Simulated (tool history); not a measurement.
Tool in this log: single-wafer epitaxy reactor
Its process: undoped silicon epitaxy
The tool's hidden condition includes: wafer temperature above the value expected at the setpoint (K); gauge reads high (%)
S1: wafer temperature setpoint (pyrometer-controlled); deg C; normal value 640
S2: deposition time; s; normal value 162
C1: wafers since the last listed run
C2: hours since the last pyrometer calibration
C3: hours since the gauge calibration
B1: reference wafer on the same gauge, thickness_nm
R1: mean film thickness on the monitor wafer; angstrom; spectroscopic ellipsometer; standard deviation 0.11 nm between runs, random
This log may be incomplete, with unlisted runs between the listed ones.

run 1 hour=0.0 | S1=636 S2=162 | C1=0 C2=2087.8 C3=122.0 | B1=22.896 | R1=220.26
run 2 hour=10.1 | S1=636 S2=162 | C1=102 C2=2097.9 C3=132.1 | B1=22.918 | R1=219.58
run 3 hour=20.1 | S1=640 S2=162 | C1=101 C2=2107.9 C3=142.1 | B1=22.890 | R1=242.28
run 4 hour=27.8 | S1=640 S2=162 | C1=78 C2=2115.6 C3=149.8 | B1=22.878 | R1=242.81
run 5 hour=42.4 | S1=640 S2=162 | C1=148 C2=2130.2 C3=164.4 | B1=22.917 | R1=243.95
run 6 hour=58.5 | S1=640 S2=162 | C1=163 C2=2146.3 C3=180.5 | B1=22.934 | R1=246.78
run 7 hour=67.6 | S1=640 S2=162 | C1=92 C2=2155.4 C3=189.6 | B1=22.887 | R1=245.55
run 8 hour=75.4 | S1=640 S2=162 | C1=79 C2=2163.2 C3=197.4 | B1=22.913 | R1=249.07
run 9 hour=83.2 | S1=640 S2=162 | C1=79 C2=2171.0 C3=205.2 | B1=22.910 | R1=246.29
run 10 hour=93.0 | S1=640 S2=162 | C1=99 C2=2180.8 C3=215.0 | B1=22.909 | R1=247.21
run 11 hour=103.1 | S1=640 S2=136 | C1=102 C2=2190.9 C3=225.1 | B1=22.899 | R1=207.73
run 12 hour=146.1 | S1=640 S2=181 | C1=436 C2=2233.9 C3=268.1 | B1=22.918 | R1=277.86
run 13 hour=159.1 | S1=651 S2=182 | C1=132 C2=2246.9 C3=281.1 | B1=22.882 | R1=369.00
-- hour=176.1 gauge calibrated
run 14 hour=176.5 | S1=640 S2=139 | C1=176 C2=2264.3 C3=0.4 | B1=22.898 | R1=215.43
run 15 hour=184.6 | S1=640 S2=139 | C1=82 C2=2272.4 C3=8.5 | B1=22.933 | R1=216.04
run 16 hour=192.6 | S1=640 S2=162 | C1=81 C2=2280.4 C3=16.5 | B1=22.876 | R1=250.16
run 17 hour=206.6 | S1=640 S2=162 | C1=142 C2=2294.4 C3=30.5 | B1=22.902 | R1=252.74
run 18 hour=217.0 | S1=640 S2=138 | C1=105 C2=2304.8 C3=40.9 | B1=22.904 | R1=212.37
run 19 hour=225.3 | S1=644 S2=182 | C1=84 C2=2313.1 C3=49.2 | B1=22.886 | R1=314.75
run 20 hour=232.5 | S1=640 S2=162 | C1=73 C2=2320.3 C3=56.4 | B1=22.897 | R1=249.76
run 21 hour=241.2 | S1=648 S2=175 | C1=88 C2=2329.0 C3=65.1 | B1=22.886 | R1=330.20
-- hour=256.7 pyrometer calibrated
run 22 hour=257.2 | S1=635 S2=179 | C1=81 C2=0.5 C3=81.1 | B1=22.894 | R1=206.81
run 23 hour=267.9 | S1=640 S2=162 | C1=108 C2=11.2 C3=91.8 | B1=22.878 | R1=210.50
run 24 hour=278.3 | S1=633 S2=162 | C1=105 C2=21.6 C3=102.2 | B1=22.856 | R1=176.31
run 25 hour=292.6 | S1=640 S2=162 | C1=145 C2=35.9 C3=116.5 | B1=22.896 | R1=210.87
run 26 hour=327.5 | S1=634 S2=162 | C1=354 C2=70.8 C3=151.4 | B1=22.881 | R1=180.99
run 27 hour=337.8 | S1=627 S2=146 | C1=104 C2=81.1 C3=161.7 | B1=22.883 | R1=136.40
run 28 hour=355.6 | S1=628 S2=132 | C1=180 C2=98.9 C3=179.5 | B1=22.894 | R1=125.88
run 29 hour=367.0 | S1=640 S2=162 | C1=115 C2=110.3 C3=190.9 | B1=22.898 | R1=212.61
run 30 hour=375.2 | S1=640 S2=162 | C1=83 C2=118.5 C3=199.1 | B1=22.890 | R1=211.58
run 31 hour=390.6 | S1=626 S2=137 | C1=156 C2=133.9 C3=214.5 | B1=22.893 | R1=125.05
run 32 hour=404.2 | S1=640 S2=162 | C1=138 C2=147.5 C3=228.1 | B1=22.927 | R1=212.79
run 33 hour=420.6 | S1=640 S2=190 | C1=166 C2=163.9 C3=244.5 | B1=22.866 | R1=246.70
run 34 hour=433.6 | S1=640 S2=162 | C1=132 C2=176.9 C3=257.5 | B1=22.873 | R1=212.51

Consider 4 possible next runs. They are alternatives, not a sequence: every one starts from the tool as it was left by run 34. What does each give?
run A hour=434.0 | S1=640 S2=162 | C1=4 C2=177.3 C3=257.9 | B1=? | R1=?
run B hour=434.0 | S1=646 S2=189 | C1=4 C2=177.3 C3=257.9 | B1=? | R1=?
run C hour=434.0 | S1=650 S2=182 | C1=4 C2=177.3 C3=257.9 | B1=? | R1=?
run D hour=434.0 | S1=650 S2=162 | C1=4 C2=177.3 C3=257.9 | B1=? | R1=?

run=A B1=22.914 R1=211.34
run=B B1=22.914 R1=286.74
run=C B1=22.914 R1=304.98
run=D B1=22.914 R1=271.47
With no hidden state in the tool, these same runs would have given:
run=A R1=208.31
run=B R1=282.69
run=C R1=300.72
run=D R1=267.67

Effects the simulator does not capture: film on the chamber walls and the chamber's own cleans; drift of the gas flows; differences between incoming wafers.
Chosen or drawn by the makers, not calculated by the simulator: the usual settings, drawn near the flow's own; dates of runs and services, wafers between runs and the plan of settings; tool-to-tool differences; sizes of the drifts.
